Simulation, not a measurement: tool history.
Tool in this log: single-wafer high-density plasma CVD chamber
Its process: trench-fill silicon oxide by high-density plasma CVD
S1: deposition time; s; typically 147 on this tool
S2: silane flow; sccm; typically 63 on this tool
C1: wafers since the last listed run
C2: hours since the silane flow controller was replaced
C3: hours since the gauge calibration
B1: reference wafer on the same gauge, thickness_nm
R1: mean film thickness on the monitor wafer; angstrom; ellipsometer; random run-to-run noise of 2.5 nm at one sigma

Run 1, hour 0.0: usual settings; C1 0; C2 3556.7; C3 360.6; B1 794.375. Result: R1 8945.12 angstrom.
Run 2, hour 44.3: usual settings; C1 694; C2 3601.0; C3 404.9; B1 793.979. Result: R1 8966.94 angstrom.
Run 3, hour 92.1: usual settings but S2 68 sccm; C1 749; C2 3648.8; C3 452.7; B1 794.447. Result: R1 9672.66 angstrom.
Run 4, hour 161.3: usual settings but S2 68 sccm; C1 1085; C2 3718.0; C3 521.9; B1 794.021. Result: R1 9730.93 angstrom.
Run 5, hour 262.4: usual settings; C1 1585; C2 3819.1; C3 623.0; B1 794.637. Result: R1 8988.60 angstrom.
Run 6, hour 357.2: usual settings; C1 1486; C2 3913.9; C3 717.8; B1 793.755. Result: R1 8997.20 angstrom.
At hour 414.7: gauge calibrated.
Run 7, hour 417.7: usual settings; C1 948; C2 3974.4; C3 3.0; B1 794.168. Result: R1 9026.14 angstrom.
Run 8, hour 456.2: usual settings; C1 603; C2 4012.9; C3 41.5; B1 794.346. Result: R1 8985.20 angstrom.
Run 9, hour 558.3: usual settings but S1 132 s, S2 75 sccm; C1 1601; C2 4115.0; C3 143.6; B1 794.213. Result: R1 9660.46 angstrom.

Predict the results of run 10:
Run 10, hour 631.0: usual settings but S1 122 s, S2 75 sccm; C1 1140; C2 4187.7; C3 216.3; B1 ?. Result: R1 ?.

B1: 793.991
R1: 8942.58 angstrom
Without the tool's hidden state the same run would have given R1 8547.11 angstrom.

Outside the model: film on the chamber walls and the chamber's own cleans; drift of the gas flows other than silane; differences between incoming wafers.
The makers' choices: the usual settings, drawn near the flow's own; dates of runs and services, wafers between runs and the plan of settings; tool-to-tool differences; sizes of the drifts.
